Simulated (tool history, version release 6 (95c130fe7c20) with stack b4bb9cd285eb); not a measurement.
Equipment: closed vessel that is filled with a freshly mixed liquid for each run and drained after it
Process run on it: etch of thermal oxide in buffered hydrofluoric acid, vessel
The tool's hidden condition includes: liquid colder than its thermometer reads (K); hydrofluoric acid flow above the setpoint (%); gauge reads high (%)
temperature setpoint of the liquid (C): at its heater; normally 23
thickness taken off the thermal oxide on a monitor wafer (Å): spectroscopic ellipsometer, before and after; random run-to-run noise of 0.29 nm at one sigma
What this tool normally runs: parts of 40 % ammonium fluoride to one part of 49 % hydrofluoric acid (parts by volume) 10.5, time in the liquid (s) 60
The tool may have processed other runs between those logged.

run	hour	temperature setpoint of the liquid (C)	parts of 40 % ammonium fluoride to one part of 49 % hydrofluoric acid (parts by volume)	time in the liquid (s)	wafers since the last listed run	hours since the thermometer was replaced	hours since the hydrofluoric acid flow meter was replaced	hours since the gauge calibration	read-back film thickness of the thermal oxide reference wafer, read on the same gauge (nm)	thickness taken off the thermal oxide on a monitor wafer (Å)
1	0	20.5	10.5	60	0	2612.1	1448.4	259.4	39.98	462.4
2	97.4	20.5	10.5	60	12357	2709.5	1545.8	356.8	39.97	463.4
3	172.1	20.5	10.5	60	9477	2784.2	1620.5	431.5	40.02	459.1
4	259.3	23	10.5	45	11063	2871.4	1707.7	518.7	40.01	391.6
# hour 290.8: hydrofluoric acid flow meter replaced
5	303	20	10.5	60	5417	2915.1	12.2	562.4	39.99	445.9
# hour 325.9: gauge calibrated
# hour 336.6: thermometer replaced
6	404.9	20	10.5	60	12801	68.3	114.1	79	39.99	509.4
7	460.3	23	9	60	7028	123.7	169.5	134.4	39.98	667.6
8	501.4	21	13.5	30	5214	164.8	210.6	175.5	40	207.6

Run 9 has not been measured yet. What should we expect?
9	594.9	23	7.5	70	11862	258.3	304.1	269	?	?

read-back film thickness of the thermal oxide reference wafer, read on the same gauge (nm): 40.01
thickness taken off the thermal oxide on a monitor wafer (Å): 942.6
The same run, on a tool lacking any hidden state, would have yielded thickness taken off the thermal oxide on a monitor wafer (Å) 976.3.

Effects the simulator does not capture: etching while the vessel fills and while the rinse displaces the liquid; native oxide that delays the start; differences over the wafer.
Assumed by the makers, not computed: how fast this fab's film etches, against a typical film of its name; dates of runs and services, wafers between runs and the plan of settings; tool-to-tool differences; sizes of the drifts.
